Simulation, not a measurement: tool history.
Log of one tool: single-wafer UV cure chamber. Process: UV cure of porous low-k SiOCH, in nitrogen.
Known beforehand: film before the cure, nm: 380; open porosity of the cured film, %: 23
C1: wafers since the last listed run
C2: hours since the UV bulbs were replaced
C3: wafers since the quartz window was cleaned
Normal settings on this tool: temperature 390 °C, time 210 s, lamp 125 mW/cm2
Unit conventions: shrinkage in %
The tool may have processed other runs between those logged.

run 1 hour=0.0 | temperature=390 time=210 lamp=125 | C1=0 C2=2603.4 C3=3128 | shrinkage=9.949
run 2 hour=55.4 | temperature=390 time=210 lamp=125 | C1=484 C2=2658.8 C3=3613 | shrinkage=9.684
-- hour=83.7 quartz window cleaned
run 3 hour=174.5 | temperature=390 time=210 lamp=125 | C1=972 C2=2777.9 C3=794 | shrinkage=10.176
run 4 hour=219.7 | temperature=390 time=210 lamp=125 | C1=395 C2=2823.1 C3=1190 | shrinkage=9.991
run 5 hour=261.7 | temperature=401 time=210 lamp=125 | C1=367 C2=2865.1 C3=1557 | shrinkage=9.952
run 6 hour=375.0 | temperature=401 time=210 lamp=125 | C1=991 C2=2978.4 C3=2548 | shrinkage=9.790
run 7 hour=437.1 | temperature=401 time=210 lamp=125 | C1=543 C2=3040.5 C3=3092 | shrinkage=9.303
-- hour=477.3 UV bulbs replaced
run 8 hour=498.2 | temperature=377 time=165 lamp=125 | C1=464 C2=20.9 C3=3556 | shrinkage=10.008
run 9 hour=543.1 | temperature=377 time=165 lamp=125 | C1=392 C2=65.8 C3=3949 | shrinkage=10.051
run 10 hour=593.6 | temperature=377 time=165 lamp=125 | C1=441 C2=116.3 C3=4391 | shrinkage=9.902
-- hour=612.5 quartz window cleaned
run 11 hour=634.5 | temperature=384 time=210 lamp=103 | C1=287 C2=157.2 C3=192 | shrinkage=10.997

Run 12 comes next. What will it give?
run 12 hour=705.6 | temperature=390 time=210 lamp=125 | C1=622 C2=228.3 C3=814 | shrinkage=?

{"run 12": {"shrinkage": 12.101}}
If the tool had no hidden condition, the same run with the same run-to-run variation would have returned shrinkage 12.347 %.
